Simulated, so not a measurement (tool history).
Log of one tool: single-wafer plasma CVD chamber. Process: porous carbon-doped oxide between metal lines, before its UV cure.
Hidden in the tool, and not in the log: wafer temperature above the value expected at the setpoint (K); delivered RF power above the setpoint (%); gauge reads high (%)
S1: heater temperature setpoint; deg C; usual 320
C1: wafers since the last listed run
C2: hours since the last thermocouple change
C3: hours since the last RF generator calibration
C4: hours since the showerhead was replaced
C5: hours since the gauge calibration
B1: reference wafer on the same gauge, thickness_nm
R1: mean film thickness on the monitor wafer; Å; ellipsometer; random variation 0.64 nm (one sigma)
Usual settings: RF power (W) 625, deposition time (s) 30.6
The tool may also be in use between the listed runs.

Run 1, hour 0: usual settings; C1 0; C2 2591.2; C3 1124.4; C4 3455.5; C5 215.7; B1 169.421. Result: R1 1778.4 Å.
Run 2, hour 18.9: usual settings; C1 255; C2 2610.1; C3 1143.3; C4 3474.4; C5 234.6; B1 169.239. Result: R1 1774.76 Å.
Run 3, hour 45.6: usual settings; C1 360; C2 2636.8; C3 1170; C4 3501.1; C5 261.3; B1 169.443. Result: R1 1787.63 Å.
Run 4, hour 59.9: usual settings; C1 193; C2 2651.1; C3 1184.3; C4 3515.4; C5 275.6; B1 169.085. Result: R1 1761.78 Å.
Run 5, hour 93.1: usual settings; C1 448; C2 2684.3; C3 1217.5; C4 3548.6; C5 308.8; B1 169.212. Result: R1 1772.11 Å.
Run 6, hour 125.2: usual settings; C1 433; C2 2716.4; C3 1249.6; C4 3580.7; C5 340.9; B1 169.088. Result: R1 1772.48 Å.
Run 7, hour 143.6: usual settings; C1 248; C2 2734.8; C3 1268; C4 3599.1; C5 359.3; B1 169.171. Result: R1 1775.44 Å.
At hour 152.6: showerhead replaced.
Run 8, hour 163.9: usual settings; C1 166; C2 2755.1; C3 1288.3; C4 11.3; C5 379.6; B1 168.999. Result: R1 1772.04 Å.
Run 9, hour 176.1: usual settings; C1 164; C2 2767.3; C3 1300.5; C4 23.5; C5 391.8; B1 168.96. Result: R1 1772.41 Å.
Run 10, hour 194.6: usual settings; C1 249; C2 2785.8; C3 1319; C4 42; C5 410.3; B1 169.101. Result: R1 1764.72 Å.
Run 11, hour 209.1: usual settings; C1 195; C2 2800.3; C3 1333.5; C4 56.5; C5 424.8; B1 168.931. Result: R1 1771.2 Å.
At hour 227.2: RF generator calibrated.
Run 12, hour 243.6: usual settings; C1 357; C2 2834.8; C3 16.4; C4 91; C5 459.3; B1 168.96. Result: R1 1783.12 Å.
At hour 257.5: gauge calibrated.
Run 13, hour 275.2: usual settings but S1 326 deg C, RF power (W) 675, deposition time (s) 35.3; C1 426; C2 2866.4; C3 48; C4 122.6; C5 17.7; B1 171.716. Result: R1 2150.91 Å.
At hour 307.3: thermocouple changed; heater temperature recalibrated.
Run 14, hour 307.8: usual settings but S1 334 deg C, RF power (W) 550, deposition time (s) 33.1; C1 332; C2 0.5; C3 80.6; C4 155.2; C5 50.3; B1 171.02. Result: R1 1614.55 Å.
Run 15, hour 340.7: usual settings but deposition time (s) 24.5; C1 444; C2 33.4; C3 113.5; C4 188.1; C5 83.2; B1 170.463. Result: R1 1439.52 Å.
Run 16, hour 373: usual settings; C1 436; C2 65.7; C3 145.8; C4 220.4; C5 115.5; B1 170.004. Result: R1 1792.41 Å.
Run 17, hour 385.4: usual settings but RF power (W) 525; C1 167; C2 78.1; C3 158.2; C4 232.8; C5 127.9; B1 170.064. Result: R1 1525.23 Å.
Run 18, hour 409.6: usual settings but S1 316 deg C, RF power (W) 745, deposition time (s) 36.1; C1 326; C2 102.3; C3 182.4; C4 257; C5 152.1; B1 170.007. Result: R1 2482.99 Å.
Run 19, hour 442.6: usual settings but S1 327 deg C, RF power (W) 685, deposition time (s) 35.3; C1 445; C2 135.3; C3 215.4; C4 290; C5 185.1; B1 169.514. Result: R1 2138.73 Å.

Forecast each of these 4 alternatives for the next run:
Run A, hour 443: usual settings but RF power (W) 555; C1 5; C2 135.7; C3 215.8; C4 290.4; C5 185.5; B1 ?. Result: R1 ?.
Run B, hour 443: usual settings but RF power (W) 710; C1 5; C2 135.7; C3 215.8; C4 290.4; C5 185.5; B1 ?. Result: R1 ?.
Run C, hour 443: usual settings but RF power (W) 680; C1 5; C2 135.7; C3 215.8; C4 290.4; C5 185.5; B1 ?. Result: R1 ?.
Run D, hour 443: usual settings but S1 329 deg C; C1 5; C2 135.7; C3 215.8; C4 290.4; C5 185.5; B1 ?. Result: R1 ?.

run       B1       R1
  A  169.837  1601.16
  B  169.837  1982.71
  C  169.837  1912.93
  D  169.837  1701.79
Without the tool's hidden state the same runs would have given:
run       R1
  A  1623.11
  B  2009.89
  C  1939.15
  D  1725.12
